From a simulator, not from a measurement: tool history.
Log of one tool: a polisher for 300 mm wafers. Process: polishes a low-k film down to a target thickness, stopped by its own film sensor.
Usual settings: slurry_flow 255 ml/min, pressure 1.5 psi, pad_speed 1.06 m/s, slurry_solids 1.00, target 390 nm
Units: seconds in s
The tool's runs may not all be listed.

run	day	slurry_flow	pressure	pad_speed	slurry_solids	target	wafers since the last listed run	wafers polished on this pad	hours since the slurry nozzle was cleaned	hours since the head pressure was calibrated	hours since the slurry blender was calibrated	hours since the conditioning disc was replaced	incoming thickness of the incoming film, nm	seconds
1	0.000	255	1.5	1.06	1.00	386	0	1754	274.3	148.1	154.0	256.4	420.9	101.3
# day 0.188: worn pad replaced by a new one
2	0.846	200	1.7	1.06	1.20	390	108	104	294.6	168.4	174.3	276.7	425.2	84.9
3	2.300	215	1.5	1.06	1.25	390	231	336	329.5	203.3	209.2	311.6	432.3	113.1
4	2.921	255	1.5	1.06	1.00	390	98	435	344.4	218.2	224.1	326.5	434.4	133.5
# day 3.767: slurry blender recalibrated
5	3.788	345	1.5	0.84	0.85	390	124	559	365.2	239.0	0.5	347.3	433.1	141.8
6	4.404	325	1.5	1.28	1.00	395	98	658	380.0	253.8	15.3	362.1	433.5	83.7
7	5.692	255	1.5	1.06	1.00	378	204	863	410.9	284.7	46.2	393.0	430.1	134.9
8	6.362	180	1.5	0.72	1.00	390	106	969	427.0	300.8	62.3	409.1	434.1	174.1
# day 6.725: slurry nozzle cleaned
9	7.117	255	1.5	1.06	1.00	390	113	1083	9.4	318.9	80.4	427.2	422.0	85.5
10	7.754	285	1.5	0.84	1.15	390	101	1184	24.7	334.2	95.7	442.5	427.5	114.4
# day 8.121: conditioning disc replaced and pad reconditioned
11	8.346	255	1.5	1.06	1.00	390	80	1265	38.9	348.4	109.9	5.4	426.3	97.9
12	9.254	255	1.2	0.70	1.00	390	144	1410	60.7	370.2	131.7	27.2	429.6	196.5
13	10.212	255	1.9	0.76	1.00	381	152	1562	83.7	393.2	154.7	50.2	436.7	163.2
14	11.558	255	1.5	0.90	0.80	390	214	1777	116.0	425.5	187.0	82.5	435.2	169.8
# day 11.800: worn pad replaced by a new one
15	12.692	255	1.5	1.36	1.00	390	153	141	143.2	452.7	214.2	109.7	434.3	104.1
16	14.154	255	1.4	0.90	0.75	397	232	374	178.3	487.8	249.3	144.8	440.1	185.2
# day 14.888: slurry blender recalibrated
17	15.483	255	1.5	1.06	1.00	390	198	573	210.2	519.7	14.3	176.7	431.3	108.8
18	16.679	255	1.5	1.06	0.80	390	190	763	238.9	548.4	43.0	205.4	434.4	133.1
19	17.629	255	1.5	1.06	1.00	403	151	914	261.7	571.2	65.8	228.2	429.8	73.5
20	19.121	255	1.0	1.24	0.70	403	237	1152	297.5	607.0	101.6	264.0	429.6	123.1
21	20.179	255	1.5	1.06	1.00	390	168	1320	322.9	632.4	127.0	289.4	434.2	122.9

The next listed run, before its measurement:
# day 21.029: worn pad replaced by a new one
# day 21.467: slurry nozzle cleaned
22	21.621	295	1.8	0.76	1.00	390	196	87	3.7	667.0	161.6	324.0	436.2	?

{"run 22": {"seconds": 137.2}}
Without the tool's hidden state the same run would have given seconds 127.1 s.
